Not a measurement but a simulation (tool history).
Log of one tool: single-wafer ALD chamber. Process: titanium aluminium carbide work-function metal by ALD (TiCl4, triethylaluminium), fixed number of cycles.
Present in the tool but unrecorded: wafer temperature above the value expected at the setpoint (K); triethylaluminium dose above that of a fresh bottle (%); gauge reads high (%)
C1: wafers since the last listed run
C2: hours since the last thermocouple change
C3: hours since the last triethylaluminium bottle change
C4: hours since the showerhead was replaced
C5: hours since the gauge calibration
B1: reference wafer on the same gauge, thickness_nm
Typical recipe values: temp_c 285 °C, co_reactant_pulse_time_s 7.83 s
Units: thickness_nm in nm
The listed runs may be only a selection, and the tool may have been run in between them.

Run 1, day 0.000: usual settings; C1 0; C2 1165.0; C3 560.3; C4 3028.9; C5 1200.2; B1 1.950. Result: thickness_nm 1.630 nm.
Run 2, day 3.871: usual settings; C1 1624; C2 1257.9; C3 653.2; C4 3121.8; C5 1293.1; B1 1.949. Result: thickness_nm 1.633 nm.
Run 3, day 5.421: usual settings but temp_c 292 °C; C1 650; C2 1295.1; C3 690.4; C4 3159.0; C5 1330.3; B1 1.950. Result: thickness_nm 1.681 nm.
Run 4, day 7.604: usual settings but temp_c 292 °C; C1 916; C2 1347.5; C3 742.8; C4 3211.4; C5 1382.7; B1 1.950. Result: thickness_nm 1.674 nm.
Run 5, day 10.446: usual settings but temp_c 292 °C; C1 1192; C2 1415.7; C3 811.0; C4 3279.6; C5 1450.9; B1 1.951. Result: thickness_nm 1.671 nm.
Run 6, day 12.012: usual settings; C1 657; C2 1453.3; C3 848.6; C4 3317.2; C5 1488.5; B1 1.951. Result: thickness_nm 1.625 nm.
Run 7, day 14.875: usual settings; C1 1201; C2 1522.0; C3 917.3; C4 3385.9; C5 1557.2; B1 1.950. Result: thickness_nm 1.629 nm.
Run 8, day 18.958: usual settings; C1 1714; C2 1620.0; C3 1015.3; C4 3483.9; C5 1655.2; B1 1.949. Result: thickness_nm 1.626 nm.
Run 9, day 21.112: usual settings; C1 904; C2 1671.7; C3 1067.0; C4 3535.6; C5 1706.9; B1 1.950. Result: thickness_nm 1.627 nm.
At day 22.888: triethylaluminium bottle replaced.
Run 10, day 24.542: usual settings; C1 1299; C2 1754.0; C3 39.7; C4 3617.9; C5 1789.2; B1 1.950. Result: thickness_nm 1.647 nm.
Run 11, day 26.792: usual settings; C1 944; C2 1808.0; C3 93.7; C4 3671.9; C5 1843.2; B1 1.951. Result: thickness_nm 1.655 nm.
Run 12, day 28.738: usual settings; C1 816; C2 1854.7; C3 140.4; C4 3718.6; C5 1889.9; B1 1.949. Result: thickness_nm 1.651 nm.
Run 13, day 33.000: usual settings; C1 1789; C2 1957.0; C3 242.7; C4 3820.9; C5 1992.2; B1 1.950. Result: thickness_nm 1.653 nm.
Run 14, day 37.471: usual settings; C1 1876; C2 2064.3; C3 350.0; C4 3928.2; C5 2099.5; B1 1.950. Result: thickness_nm 1.655 nm.
At day 40.133: thermocouple changed; heater temperature recalibrated.
Run 15, day 40.154: usual settings; C1 986; C2 0.5; C3 414.4; C4 3992.6; C5 2163.9; B1 1.950. Result: thickness_nm 1.624 nm.
Run 16, day 44.212: usual settings but temp_c 276 °C, co_reactant_pulse_time_s 5.86 s; C1 1703; C2 97.9; C3 511.8; C4 4090.0; C5 2261.3; B1 1.950. Result: thickness_nm 1.357 nm.
Run 17, day 46.271: usual settings but temp_c 300 °C; C1 864; C2 147.3; C3 561.2; C4 4139.4; C5 2310.7; B1 1.950. Result: thickness_nm 1.724 nm.
At day 47.662: showerhead replaced.
Run 18, day 49.633: usual settings; C1 1271; C2 228.0; C3 641.9; C4 47.3; C5 2391.4; B1 1.950. Result: thickness_nm 1.620 nm.
Run 19, day 53.688: usual settings; C1 1701; C2 325.3; C3 739.2; C4 144.6; C5 2488.7; B1 1.950. Result: thickness_nm 1.623 nm.
Run 20, day 61.442: usual settings but temp_c 290 °C, co_reactant_pulse_time_s 5.34 s; C1 3254; C2 511.4; C3 925.3; C4 330.7; C5 2674.8; B1 1.950. Result: thickness_nm 1.314 nm.
Run 21, day 64.288: usual settings but temp_c 280 °C, co_reactant_pulse_time_s 10.36 s; C1 1194; C2 579.7; C3 993.6; C4 399.0; C5 2743.1; B1 1.950. Result: thickness_nm 1.678 nm.
Run 22, day 68.362: usual settings but temp_c 281 °C, co_reactant_pulse_time_s 10.66 s; C1 1710; C2 677.5; C3 1091.4; C4 496.8; C5 2840.9; B1 1.949. Result: thickness_nm 1.696 nm.
At day 70.788: gauge calibrated.
Run 23, day 72.408: usual settings; C1 1698; C2 774.6; C3 1188.5; C4 593.9; C5 38.9; B1 1.950. Result: thickness_nm 1.615 nm.
At day 73.108: triethylaluminium bottle replaced.
Run 24, day 76.342: usual settings; C1 1511; C2 869.0; C3 77.6; C4 688.3; C5 133.3; B1 1.949. Result: thickness_nm 1.636 nm.
Run 25, day 78.938: usual settings; C1 1089; C2 931.3; C3 139.9; C4 750.6; C5 195.6; B1 1.951. Result: thickness_nm 1.628 nm.
Run 26, day 81.254: usual settings but temp_c 273 °C, co_reactant_pulse_time_s 8.90 s; C1 972; C2 986.9; C3 195.5; C4 806.2; C5 251.2; B1 1.951. Result: thickness_nm 1.599 nm.
Run 27, day 85.467: usual settings but temp_c 291 °C, co_reactant_pulse_time_s 6.24 s; C1 1768; C2 1088.0; C3 296.6; C4 907.3; C5 352.3; B1 1.951. Result: thickness_nm 1.509 nm.
Run 28, day 87.783: usual settings; C1 972; C2 1143.6; C3 352.2; C4 962.9; C5 407.9; B1 1.950. Result: thickness_nm 1.633 nm.
Run 29, day 90.121: usual settings but temp_c 290 °C, co_reactant_pulse_time_s 9.37 s; C1 981; C2 1199.7; C3 408.3; C4 1019.0; C5 464.0; B1 1.950. Result: thickness_nm 1.733 nm.
Run 30, day 92.138: usual settings but temp_c 291 °C, co_reactant_pulse_time_s 9.58 s; C1 846; C2 1248.1; C3 456.7; C4 1067.4; C5 512.4; B1 1.950. Result: thickness_nm 1.753 nm.
Run 31, day 95.246: usual settings but temp_c 295 °C, co_reactant_pulse_time_s 10.12 s; C1 1304; C2 1322.7; C3 531.3; C4 1142.0; C5 587.0; B1 1.950. Result: thickness_nm 1.791 nm.
Run 32, day 97.983: usual settings; C1 1149; C2 1388.4; C3 597.0; C4 1207.7; C5 652.7; B1 1.951. Result: thickness_nm 1.630 nm.

Consider 5 possible next runs. They are alternatives, not a sequence: every one starts from the tool as it was left by run 32. What does each give?
Run A, day 98.000: usual settings but co_reactant_pulse_time_s 8.82 s; C1 6; C2 1388.8; C3 597.4; C4 1208.1; C5 653.1; B1 ?. Result: thickness_nm ?.
Run B, day 98.000: usual settings but temp_c 300 °C, co_reactant_pulse_time_s 10.15 s; C1 6; C2 1388.8; C3 597.4; C4 1208.1; C5 653.1; B1 ?. Result: thickness_nm ?.
Run C, day 98.000: usual settings but co_reactant_pulse_time_s 10.07 s; C1 6; C2 1388.8; C3 597.4; C4 1208.1; C5 653.1; B1 ?. Result: thickness_nm ?.
Run D, day 98.000: usual settings but temp_c 297 °C, co_reactant_pulse_time_s 10.73 s; C1 6; C2 1388.8; C3 597.4; C4 1208.1; C5 653.1; B1 ?. Result: thickness_nm ?.
Run E, day 98.000: usual settings but temp_c 277 °C, co_reactant_pulse_time_s 6.67 s; C1 6; C2 1388.8; C3 597.4; C4 1208.1; C5 653.1; B1 ?. Result: thickness_nm ?.

run     B1  thickness_nm
  A  1.949         1.683
  B  1.949         1.826
  C  1.949         1.720
  D  1.949         1.816
  E  1.949         1.478
With the hidden condition removed and each run's random variation left untouched, the same runs would have given:
run  thickness_nm
  A         1.676
  B         1.815
  C         1.710
  D         1.804
  E         1.481
